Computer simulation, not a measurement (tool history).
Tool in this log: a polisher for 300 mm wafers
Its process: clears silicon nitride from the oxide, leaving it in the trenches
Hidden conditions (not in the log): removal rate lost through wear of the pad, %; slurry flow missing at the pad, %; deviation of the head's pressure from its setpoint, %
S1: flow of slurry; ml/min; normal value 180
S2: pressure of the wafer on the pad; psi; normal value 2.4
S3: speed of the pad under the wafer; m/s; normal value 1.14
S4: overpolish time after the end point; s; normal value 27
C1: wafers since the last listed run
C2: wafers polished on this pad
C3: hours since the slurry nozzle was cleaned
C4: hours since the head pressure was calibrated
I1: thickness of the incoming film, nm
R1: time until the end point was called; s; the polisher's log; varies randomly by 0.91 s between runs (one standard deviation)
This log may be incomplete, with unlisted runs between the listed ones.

Run 1, hour 0.0: usual settings; C1 0; C2 653; C3 361.1; C4 670.2; I1 79.7. Result: R1 105.1 s.
Run 2, hour 16.7: usual settings; C1 137; C2 791; C3 377.8; C4 686.9; I1 80.3. Result: R1 107.3 s.
Run 3, hour 39.5: usual settings; C1 188; C2 979; C3 400.6; C4 709.7; I1 80.2. Result: R1 108.0 s.
At hour 54.0: worn pad replaced by a new one.
Run 4, hour 73.2: usual settings but S3 1.42 m/s; C1 245; C2 158; C3 434.3; C4 743.4; I1 79.3. Result: R1 85.0 s.
Run 5, hour 105.5: usual settings but S3 1.42 m/s; C1 266; C2 425; C3 466.6; C4 775.7; I1 80.2. Result: R1 87.7 s.
Run 6, hour 128.1: usual settings; C1 186; C2 612; C3 489.2; C4 798.3; I1 81.7. Result: R1 111.2 s.
Run 7, hour 141.7: usual settings; C1 112; C2 724; C3 502.8; C4 811.9; I1 81.6. Result: R1 111.7 s.
At hour 163.0: worn pad replaced by a new one.
Run 8, hour 174.5: usual settings; C1 237; C2 94; C3 535.6; C4 844.7; I1 79.4. Result: R1 109.0 s.
Run 9, hour 193.5: usual settings but S1 140 ml/min, S4 17 s; C1 156; C2 251; C3 554.6; C4 863.7; I1 81.4. Result: R1 117.0 s.
Run 10, hour 211.7: usual settings but S1 135 ml/min, S2 2.8 psi, S3 1.44 m/s, S4 36 s; C1 150; C2 401; C3 572.8; C4 881.9; I1 80.4. Result: R1 83.7 s.
Run 11, hour 245.4: usual settings but S1 210 ml/min, S2 2.6 psi; C1 278; C2 680; C3 606.5; C4 915.6; I1 80.8. Result: R1 102.3 s.
At hour 257.0: slurry nozzle cleaned.
At hour 275.0: head pressure recalibrated.
At hour 285.0: worn pad replaced by a new one.
Run 12, hour 290.6: usual settings; C1 315; C2 45; C3 33.6; C4 15.6; I1 81.3. Result: R1 103.3 s.
Run 13, hour 312.6: usual settings but S1 155 ml/min, S2 1.8 psi, S3 1.30 m/s, S4 32 s; C1 181; C2 227; C3 55.6; C4 37.6; I1 79.7. Result: R1 107.3 s.
Run 14, hour 326.7: usual settings but S1 145 ml/min; C1 116; C2 344; C3 69.7; C4 51.7; I1 81.0. Result: R1 108.2 s.
Run 15, hour 343.6: usual settings but S1 225 ml/min, S4 12 s; C1 139; C2 483; C3 86.6; C4 68.6; I1 79.5. Result: R1 98.4 s.
Run 16, hour 377.0: usual settings but S1 225 ml/min, S2 3.1 psi; C1 275; C2 759; C3 120.0; C4 102.0; I1 79.9. Result: R1 83.3 s.
Run 17, hour 411.1: usual settings; C1 281; C2 1040; C3 154.1; C4 136.1; I1 78.6. Result: R1 101.6 s.
At hour 418.1: worn pad replaced by a new one.
Run 18, hour 424.0: usual settings but S2 2.1 psi; C1 73; C2 48; C3 167.0; C4 149.0; I1 80.4. Result: R1 114.2 s.

Below are 4 alternative next runs, each starting from the tool's condition after run 18. Predict each:
Run A, hour 424.5: usual settings; C1 4; C2 52; C3 167.5; C4 149.5; I1 79.7. Result: R1 ?.
Run B, hour 424.5: usual settings but S3 0.90 m/s, S4 41 s; C1 4; C2 52; C3 167.5; C4 149.5; I1 79.7. Result: R1 ?.
Run C, hour 424.5: usual settings but S2 2.8 psi, S4 40 s; C1 4; C2 52; C3 167.5; C4 149.5; I1 79.7. Result: R1 ?.
Run D, hour 424.5: usual settings but S4 43 s; C1 4; C2 52; C3 167.5; C4 149.5; I1 79.7. Result: R1 ?.

run     R1
  A  103.4
  B  131.0
  C   92.8
  D  103.4
Take away the tool's hidden state, keep each run's random variation, and the runs would have read:
run     R1
  A  101.2
  B  128.2
  C   90.8
  D  101.2
